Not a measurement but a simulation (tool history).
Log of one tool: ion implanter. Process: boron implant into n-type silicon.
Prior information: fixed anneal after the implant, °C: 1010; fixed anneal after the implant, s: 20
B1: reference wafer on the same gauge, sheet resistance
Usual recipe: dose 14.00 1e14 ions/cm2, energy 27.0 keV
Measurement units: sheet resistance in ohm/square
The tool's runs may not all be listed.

Run 1, day 0.000: usual settings; B1 87.33. Result: sheet resistance 97.64 ohm/square.
Run 2, day 0.475: usual settings; B1 87.24. Result: sheet resistance 97.22 ohm/square.
Run 3, day 0.979: usual settings; B1 87.28. Result: sheet resistance 97.07 ohm/square.
Run 4, day 1.625: usual settings; B1 87.15. Result: sheet resistance 97.74 ohm/square.
Run 5, day 2.317: usual settings; B1 87.26. Result: sheet resistance 97.25 ohm/square.
Run 6, day 3.025: usual settings but energy 21.0 keV; B1 87.31. Result: sheet resistance 100.48 ohm/square.
Run 7, day 3.325: usual settings but energy 21.0 keV; B1 87.27. Result: sheet resistance 100.77 ohm/square.
Run 8, day 3.775: usual settings but energy 21.5 keV; B1 87.29. Result: sheet resistance 99.50 ohm/square.
Run 9, day 4.375: usual settings but energy 21.5 keV; B1 87.29. Result: sheet resistance 100.16 ohm/square.
Run 10, day 5.004: usual settings; B1 87.23. Result: sheet resistance 97.62 ohm/square.
Run 11, day 5.317: usual settings but dose 10.67 1e14 ions/cm2, energy 30.0 keV; B1 87.15. Result: sheet resistance 119.54 ohm/square.
At day 5.758: gauge calibrated.
At day 5.962: extraction supply calibrated.
Run 12, day 5.983: usual settings; B1 87.35. Result: sheet resistance 97.15 ohm/square.
At day 6.525: Faraday cup replaced and dose calibrated.
Run 13, day 6.546: usual settings but dose 16.11 1e14 ions/cm2, energy 36.5 keV; B1 87.22. Result: sheet resistance 85.05 ohm/square.
Run 14, day 6.558: usual settings; B1 87.24. Result: sheet resistance 97.54 ohm/square.
Run 15, day 8.062: usual settings; B1 87.20. Result: sheet resistance 97.51 ohm/square.
Run 16, day 8.658: usual settings but dose 15.89 1e14 ions/cm2; B1 87.28. Result: sheet resistance 88.98 ohm/square.
Run 17, day 9.038: usual settings but dose 16.58 1e14 ions/cm2, energy 32.5 keV; B1 87.22. Result: sheet resistance 84.29 ohm/square.
Run 18, day 9.771: usual settings but dose 17.64 1e14 ions/cm2, energy 19.0 keV; B1 87.07. Result: sheet resistance 88.55 ohm/square.
Run 19, day 10.458: usual settings but dose 17.29 1e14 ions/cm2; B1 87.04. Result: sheet resistance 83.62 ohm/square.
Run 20, day 11.004: usual settings; B1 87.22. Result: sheet resistance 97.70 ohm/square.
At day 11.183: gauge calibrated.
Run 21, day 11.554: usual settings but energy 23.0 keV; B1 87.10. Result: sheet resistance 99.14 ohm/square.

Here are 4 independent what-if runs from the current tool condition. What would each one return?
Run A, day 11.571: usual settings; B1 ?. Result: sheet resistance ?.
Run B, day 11.571: usual settings but dose 10.26 1e14 ions/cm2, energy 19.0 keV; B1 ?. Result: sheet resistance ?.
Run C, day 11.571: usual settings but dose 16.74 1e14 ions/cm2, energy 35.0 keV; B1 ?. Result: sheet resistance ?.
Run D, day 11.571: usual settings but dose 16.38 1e14 ions/cm2, energy 36.0 keV; B1 ?. Result: sheet resistance ?.

run     B1  sheet resistance
  A  87.11             97.07
  B  87.11            128.25
  C  87.11             82.59
  D  87.11             83.78
Take away the tool's hidden state, keep each run's random variation, and the runs would have read:
run  sheet resistance
  A             97.07
  B            128.25
  C             82.59
  D             83.78
